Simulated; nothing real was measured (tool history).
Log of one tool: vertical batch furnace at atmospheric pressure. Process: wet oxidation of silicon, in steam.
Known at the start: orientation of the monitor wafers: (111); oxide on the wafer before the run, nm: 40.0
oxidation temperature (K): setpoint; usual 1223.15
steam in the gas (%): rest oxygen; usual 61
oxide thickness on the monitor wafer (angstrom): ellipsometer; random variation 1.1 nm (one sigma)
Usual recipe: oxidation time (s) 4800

run	hour	oxidation temperature (K)	oxidation time (s)	steam in the gas (%)	wafers since the last listed run	hours since the last temperature calibration	hours since the steam generator was serviced	hours since the gauge calibration	read-back reference wafer on the same gauge, thickness	oxide thickness on the monitor wafer (angstrom)
1	0.0	1223.15	4800	61	0	2434.4	2999.5	86.0	340.20	3058.2
2	74.5	1223.15	4800	61	583	2508.9	3074.0	160.5	339.78	3068.9
3	158.3	1223.15	4800	61	655	2592.7	3157.8	244.3	339.80	3064.1
4	250.1	1223.15	4800	61	718	2684.5	3249.6	336.1	339.78	3080.8
# hour 282.0: steam generator serviced
5	305.6	1223.15	4800	61	246	2740.0	23.6	391.6	339.39	3212.7
# hour 345.1: thermocouples replaced and temperature profile calibrated
6	378.4	1223.15	4800	61	381	33.3	96.4	464.4	340.41	3234.7
7	420.8	1223.15	4800	61	331	75.7	138.8	506.8	340.30	3221.1
8	475.5	1211.15	3180	64	428	130.4	193.5	561.5	339.56	2303.1
9	512.9	1223.15	6090	51	292	167.8	230.9	598.9	340.10	3313.4
10	579.2	1223.15	5610	56	518	234.1	297.2	665.2	340.04	3314.8
11	652.2	1231.15	4800	54	571	307.1	370.2	738.2	339.96	3124.5
# hour 677.0: gauge calibrated
12	697.5	1223.15	4800	61	354	352.4	415.5	20.5	339.92	3148.4
13	742.5	1231.15	4800	54	352	397.4	460.5	65.5	339.85	3094.2
14	847.1	1223.15	6270	61	818	502.0	565.1	170.1	340.11	3741.1
15	925.1	1214.15	2520	71	610	580.0	643.1	248.1	340.58	2137.9

Predict each of these 4 candidate next runs independently; none follows another, all start after run 15:
A	930.3	1223.15	4800	61	40	585.2	648.3	253.3	?	?
B	930.3	1233.15	6360	57	40	585.2	648.3	253.3	?	?
C	930.3	1207.15	4800	69	40	585.2	648.3	253.3	?	?
D	930.3	1242.15	7110	54	40	585.2	648.3	253.3	?	?

run	read-back reference wafer on the same gauge, thickness	oxide thickness on the monitor wafer (angstrom)
A	340.10	3143.7
B	340.10	3860.0
C	340.10	3041.8
D	340.10	4236.6
Without the tool's unlogged condition, the same runs would have read:
run	oxide thickness on the monitor wafer (angstrom)
A	3247.9
B	3984.7
C	3144.7
D	4370.8
